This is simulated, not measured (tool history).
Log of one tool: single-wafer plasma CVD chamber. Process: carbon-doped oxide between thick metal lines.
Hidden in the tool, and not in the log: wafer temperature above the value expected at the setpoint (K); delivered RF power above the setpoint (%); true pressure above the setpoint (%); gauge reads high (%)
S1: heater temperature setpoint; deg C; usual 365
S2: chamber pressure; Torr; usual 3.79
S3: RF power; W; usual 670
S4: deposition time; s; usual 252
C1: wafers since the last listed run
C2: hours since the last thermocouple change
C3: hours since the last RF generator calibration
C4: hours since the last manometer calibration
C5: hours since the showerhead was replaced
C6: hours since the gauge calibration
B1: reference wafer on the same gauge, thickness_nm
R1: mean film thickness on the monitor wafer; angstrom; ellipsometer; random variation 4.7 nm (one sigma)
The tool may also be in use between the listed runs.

run 1 hour=0.0 | S1=365 S2=3.79 S3=670 S4=252 | C1=0 C2=2196.0 C3=2304.1 C4=1225.2 C5=2731.2 C6=504.2 | B1=1640.771 | R1=13999.85
run 2 hour=60.5 | S1=365 S2=3.79 S3=670 S4=252 | C1=402 C2=2256.5 C3=2364.6 C4=1285.7 C5=2791.7 C6=564.7 | B1=1645.937 | R1=14000.02
run 3 hour=97.4 | S1=365 S2=3.56 S3=670 S4=252 | C1=245 C2=2293.4 C3=2401.5 C4=1322.6 C5=2828.6 C6=601.6 | B1=1649.286 | R1=13966.22
run 4 hour=139.8 | S1=365 S2=3.56 S3=670 S4=252 | C1=281 C2=2335.8 C3=2443.9 C4=1365.0 C5=2871.0 C6=644.0 | B1=1651.828 | R1=14076.76
run 5 hour=207.7 | S1=365 S2=3.79 S3=670 S4=252 | C1=451 C2=2403.7 C3=2511.8 C4=1432.9 C5=2938.9 C6=711.9 | B1=1660.764 | R1=14172.52
-- hour=261.5 thermocouple changed; heater temperature recalibrated
-- hour=266.8 RF generator calibrated
run 6 hour=267.3 | S1=365 S2=3.79 S3=670 S4=252 | C1=307 C2=5.8 C3=0.5 C4=1492.5 C5=2998.5 C6=771.5 | B1=1669.302 | R1=14295.70
-- hour=322.9 showerhead replaced
run 7 hour=327.9 | S1=356 S2=3.79 S3=670 S4=252 | C1=349 C2=66.4 C3=61.1 C4=1553.1 C5=5.0 C6=832.1 | B1=1675.847 | R1=14631.67
-- hour=344.9 gauge calibrated
run 8 hour=355.3 | S1=377 S2=3.79 S3=670 S4=300 | C1=182 C2=93.8 C3=88.5 C4=1580.5 C5=32.4 C6=10.4 | B1=1619.998 | R1=16009.10
run 9 hour=409.6 | S1=351 S2=4.44 S3=670 S4=286 | C1=361 C2=148.1 C3=142.8 C4=1634.8 C5=86.7 C6=64.7 | B1=1617.659 | R1=16441.73
-- hour=429.7 capacitance manometer re-zeroed and calibrated
run 10 hour=440.6 | S1=365 S2=4.21 S3=670 S4=221 | C1=152 C2=179.1 C3=173.8 C4=10.9 C5=117.7 C6=95.7 | B1=1619.506 | R1=12253.18
run 11 hour=498.0 | S1=374 S2=2.92 S3=580 S4=286 | C1=381 C2=236.5 C3=231.2 C4=68.3 C5=175.1 C6=153.1 | B1=1620.765 | R1=13430.68
run 12 hour=531.6 | S1=365 S2=3.79 S3=670 S4=252 | C1=223 C2=270.1 C3=264.8 C4=101.9 C5=208.7 C6=186.7 | B1=1620.718 | R1=13820.87
run 13 hour=568.6 | S1=365 S2=3.79 S3=670 S4=252 | C1=246 C2=307.1 C3=301.8 C4=138.9 C5=245.7 C6=223.7 | B1=1622.075 | R1=13827.92
run 14 hour=632.6 | S1=365 S2=3.79 S3=670 S4=252 | C1=425 C2=371.1 C3=365.8 C4=202.9 C5=309.7 C6=287.7 | B1=1623.245 | R1=13821.97
run 15 hour=694.7 | S1=365 S2=3.79 S3=735 S4=252 | C1=413 C2=433.2 C3=427.9 C4=265.0 C5=371.8 C6=349.8 | B1=1630.295 | R1=14846.47

The same runs without the tool's hidden state, with the same run-to-run variation:
run=1 R1=13832.13
run=2 R1=13786.18
run=3 R1=13722.44
run=4 R1=13793.58
run=5 R1=13822.12
run=6 R1=13879.59
run=7 R1=14135.95
run=8 R1=16036.32
run=9 R1=16466.16
run=10 R1=12268.18
run=11 R1=13437.07
run=12 R1=13819.18
run=13 R1=13815.25
run=14 R1=13785.69
run=15 R1=14776.95
